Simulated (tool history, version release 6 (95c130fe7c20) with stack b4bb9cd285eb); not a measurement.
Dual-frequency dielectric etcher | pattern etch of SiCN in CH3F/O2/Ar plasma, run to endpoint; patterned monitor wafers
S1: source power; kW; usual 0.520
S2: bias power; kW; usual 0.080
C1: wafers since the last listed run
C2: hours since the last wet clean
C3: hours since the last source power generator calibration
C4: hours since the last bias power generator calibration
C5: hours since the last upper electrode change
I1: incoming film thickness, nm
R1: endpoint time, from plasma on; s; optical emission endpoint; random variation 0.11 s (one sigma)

run,day,S1,S2,C1,C2,C3,C4,C5,I1,R1
1,0.000,0.520,0.080,0,308.5,3176.7,3869.5,6111.2,8.62,18.2
2,0.517,0.420,0.080,180,320.9,3189.1,3881.9,6123.6,8.56,19.7
3,0.767,0.420,0.080,87,326.9,3195.1,3887.9,6129.6,8.63,20.2
4,1.496,0.570,0.087,254,344.4,3212.6,3905.4,6147.1,8.52,16.8
# day 3.121: wet clean of the chamber
5,3.254,0.570,0.087,264,3.2,3254.8,3947.6,6189.3,8.55,17.0
6,3.988,0.520,0.080,256,20.8,3272.4,3965.2,6206.9,8.59,18.5
7,4.646,0.520,0.080,229,36.6,3288.2,3981.0,6222.7,8.48,18.3
# day 4.946: bias power generator calibrated
# day 6.096: upper electrode replaced
8,6.117,0.520,0.080,106,71.9,3323.5,28.1,0.5,8.54,18.0
9,6.129,0.490,0.071,4,72.2,3323.8,28.4,0.8,8.60,19.8
10,6.146,0.420,0.080,5,72.6,3324.2,28.8,1.2,8.58,20.1
11,6.538,0.470,0.073,136,82.0,3333.6,38.2,10.6,8.54,19.9
# day 7.025: source power generator calibrated
12,7.117,0.440,0.073,144,95.9,2.2,52.1,24.5,8.54,20.2
13,7.667,0.450,0.086,192,109.1,15.4,65.3,37.7,8.66,18.9
14,8.362,0.520,0.080,242,125.8,32.1,82.0,54.4,8.63,18.4
15,8.771,0.640,0.069,142,135.6,41.9,91.8,64.2,8.56,18.0
16,9.079,0.430,0.067,107,143.0,49.3,99.2,71.6,8.58,21.7

How the hidden state differs across the entries between the runs, from the last listed run before each to the first after it:
Between runs 4 and 5: wet clean of the chamber (day 3.121)
  no hidden state differs between the two runs
Between runs 7 and 8: bias power generator calibrated (day 4.946); upper electrode replaced (day 6.096)
  no hidden state differs between the two runs
Between runs 11 and 12: source power generator calibrated (day 7.025)
  no hidden state differs between the two runs
